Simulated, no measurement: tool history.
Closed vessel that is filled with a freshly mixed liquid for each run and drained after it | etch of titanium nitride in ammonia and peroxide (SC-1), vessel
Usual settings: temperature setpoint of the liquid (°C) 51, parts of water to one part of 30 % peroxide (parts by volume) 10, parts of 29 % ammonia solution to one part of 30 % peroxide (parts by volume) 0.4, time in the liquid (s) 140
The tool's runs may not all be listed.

run	day	temperature setpoint of the liquid (°C)	parts of water to one part of 30 % peroxide (parts by volume)	parts of 29 % ammonia solution to one part of 30 % peroxide (parts by volume)	time in the liquid (s)	read-back film thickness of the titanium nitride reference wafer, read on the same gauge (nm)	thickness taken off the titanium nitride on a monitor wafer (angstrom)
1	0	51	10	0.4	140	130.01	137.6
# day 1.471: ammonia flow meter replaced
2	2.867	51	10	0.4	140	130	137.6
3	6.362	51	10	0.4	140	130.02	137.7
# day 7.4: new drum of ammonia solution connected
4	9.767	51	10	0.4	140	130.04	138.2
5	11.625	51	10	0.4	140	130	137.1
6	14.371	51	13	0.4	115	130.04	100.4
# day 16.762: gauge calibrated
7	17.783	51	10	0.4	140	130.02	136.1
8	20.633	51	10	0.4	140	130	136.1
9	22.854	51	10	0.4	140	130.02	136.7
10	24.412	51	10	0.4	140	130.02	138
11	28.883	55.5	10	0.4	225	130.03	297.8
# day 29.962: thermometer replaced
12	31.142	55	14.5	0.2	65	129.97	63
# day 33.867: new drum of ammonia solution connected
13	35.508	46.5	5.5	0.4	140	129.99	141.8
14	39.525	51	10	0.4	140	130.06	145
15	42.183	51	11.5	0.45	220	130	212.1
16	46.354	51	10	0.4	140	130.01	142.8
# day 46.521: ammonia flow meter replaced
17	48.938	47.5	10	0.4	140	129.99	111.7
18	51.667	51	10	0.4	140	129.96	144.8
19	60.833	59.5	12	0.2	140	130.03	197.3
# day 61.1: new drum of ammonia solution connected
20	62.604	51	10	0.55	140	130.01	150.7
21	68.346	51	10	0.4	140	129.99	138.7
22	72.5	60	6	0.4	60	130.03	145.7
23	76.758	46.5	5	0.4	65	129.96	67.6
24	79.388	51	10	0.4	140	130.01	139.8
25	83.783	59	7.5	0.35	140	129.98	270.6
# day 88.562: new drum of ammonia solution connected
# day 91.429: ammonia flow meter replaced
# day 93.279: gauge calibrated
26	93.688	47	10	0.55	140	129.98	110.3
27	98	46.5	10	0.55	140	130.01	107.7
28	100.333	51	10	0.4	195	129.98	193.4

The same runs without the tool's hidden state, with the same run-to-run variation:
The hidden state here: liquid colder than its thermometer reads (K); ammonia flow above the setpoint (%); ammonia solution weaker than its label (%); gauge reads high (%).
run	thickness taken off the titanium nitride on a monitor wafer (angstrom)
1	144.2
2	144.3
3	144.6
4	145.5
5	144.4
6	105.9
7	143.9
8	144.1
9	144.8
10	146.3
11	316.1
12	63.3
13	142.8
14	146.3
15	214.3
16	144.6
17	113.3
18	147
19	200.9
20	153.8
21	142
22	149.3
23	69.5
24	144
25	278.8
26	114.5
27	112
28	201.2

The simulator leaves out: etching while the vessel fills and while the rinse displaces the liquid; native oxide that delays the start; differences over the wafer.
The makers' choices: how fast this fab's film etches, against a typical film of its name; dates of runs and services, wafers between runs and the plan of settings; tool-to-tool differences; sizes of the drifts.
